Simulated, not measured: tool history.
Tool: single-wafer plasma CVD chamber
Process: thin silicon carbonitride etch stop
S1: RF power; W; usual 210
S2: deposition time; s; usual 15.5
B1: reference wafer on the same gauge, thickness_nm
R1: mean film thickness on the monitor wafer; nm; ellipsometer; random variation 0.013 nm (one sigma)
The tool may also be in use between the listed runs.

Run 1, hour 0.0: usual settings; B1 9.898. Result: R1 8.385 nm.
Run 2, hour 27.4: usual settings; B1 9.905. Result: R1 8.404 nm.
Run 3, hour 60.4: usual settings; B1 9.905. Result: R1 8.379 nm.
Run 4, hour 87.6: usual settings but S1 180 W; B1 9.900. Result: R1 7.791 nm.
Run 5, hour 106.1: usual settings but S1 180 W; B1 9.902. Result: R1 7.815 nm.
Run 6, hour 133.8: usual settings but S1 235 W; B1 9.900. Result: R1 8.799 nm.
Run 7, hour 162.5: usual settings; B1 9.902. Result: R1 8.367 nm.
Run 8, hour 240.3: usual settings; B1 9.897. Result: R1 8.388 nm.
Run 9, hour 272.6: usual settings but S1 220 W; B1 9.906. Result: R1 8.504 nm.
At hour 296.9: showerhead replaced.
Run 10, hour 304.9: usual settings but S1 220 W; B1 9.899. Result: R1 8.511 nm.
Run 11, hour 332.3: usual settings but S1 195 W; B1 9.903. Result: R1 8.073 nm.
Run 12, hour 348.0: usual settings but S1 195 W; B1 9.901. Result: R1 8.073 nm.
At hour 350.5: gauge calibrated.
Run 13, hour 373.6: usual settings but S1 195 W; B1 9.903. Result: R1 8.084 nm.
Run 14, hour 391.0: usual settings; B1 9.905. Result: R1 8.339 nm.
Run 15, hour 414.1: usual settings; B1 9.898. Result: R1 8.352 nm.
Run 16, hour 440.2: usual settings; B1 9.899. Result: R1 8.358 nm.
Run 17, hour 453.4: usual settings but S1 190 W, S2 18.0 s; B1 9.898. Result: R1 9.225 nm.
At hour 466.0: RF generator calibrated.
Run 18, hour 483.5: usual settings but S1 190 W, S2 13.2 s; B1 9.906. Result: R1 7.062 nm.
Run 19, hour 506.0: usual settings but S1 235 W, S2 14.2 s; B1 9.896. Result: R1 8.333 nm.
Run 20, hour 523.7: usual settings but S1 200 W, S2 16.6 s; B1 9.900. Result: R1 9.044 nm.
Run 21, hour 546.2: usual settings but S2 14.3 s; B1 9.901. Result: R1 7.977 nm.
Run 22, hour 564.9: usual settings; B1 9.901. Result: R1 8.670 nm.
Run 23, hour 586.6: usual settings but S1 245 W, S2 14.3 s; B1 9.899. Result: R1 8.509 nm.
At hour 647.1: thermocouple changed; heater temperature recalibrated.
Run 24, hour 647.6: usual settings but S1 190 W, S2 18.5 s; B1 9.905. Result: R1 9.862 nm.
Run 25, hour 680.3: usual settings but S1 245 W; B1 9.903. Result: R1 9.212 nm.
Run 26, hour 695.3: usual settings but S2 17.8 s; B1 9.906. Result: R1 9.907 nm.
Run 27, hour 716.8: usual settings; B1 9.900. Result: R1 8.619 nm.
Run 28, hour 747.7: usual settings; B1 9.902. Result: R1 8.634 nm.
Run 29, hour 760.0: usual settings; B1 9.902. Result: R1 8.638 nm.
Run 30, hour 786.9: usual settings but S1 180 W; B1 9.903. Result: R1 8.032 nm.
Run 31, hour 810.4: usual settings but S1 185 W, S2 17.8 s; B1 9.900. Result: R1 9.371 nm.
Run 32, hour 842.4: usual settings but S1 245 W; B1 9.899. Result: R1 9.190 nm.
Run 33, hour 877.9: usual settings but S1 230 W, S2 14.0 s; B1 9.906. Result: R1 8.095 nm.

5 ways to go on from here, each from the tool as it stands after run 33. What would each give?
Run A, hour 878.3: usual settings but S1 250 W; B1 ?. Result: R1 ?.
Run B, hour 878.3: usual settings but S2 17.1 s; B1 ?. Result: R1 ?.
Run C, hour 878.3: usual settings but S1 175 W, S2 18.1 s; B1 ?. Result: R1 ?.
Run D, hour 878.3: usual settings but S1 225 W; B1 ?. Result: R1 ?.
Run E, hour 878.3: usual settings but S1 175 W, S2 16.7 s; B1 ?. Result: R1 ?.

run     B1     R1
  A  9.899  9.265
  B  9.899  9.490
  C  9.899  9.231
  D  9.899  8.864
  E  9.899  8.517
Without the tool's hidden state the same runs would have given:
run     R1
  A  9.333
  B  9.560
  C  9.299
  D  8.930
  E  8.580
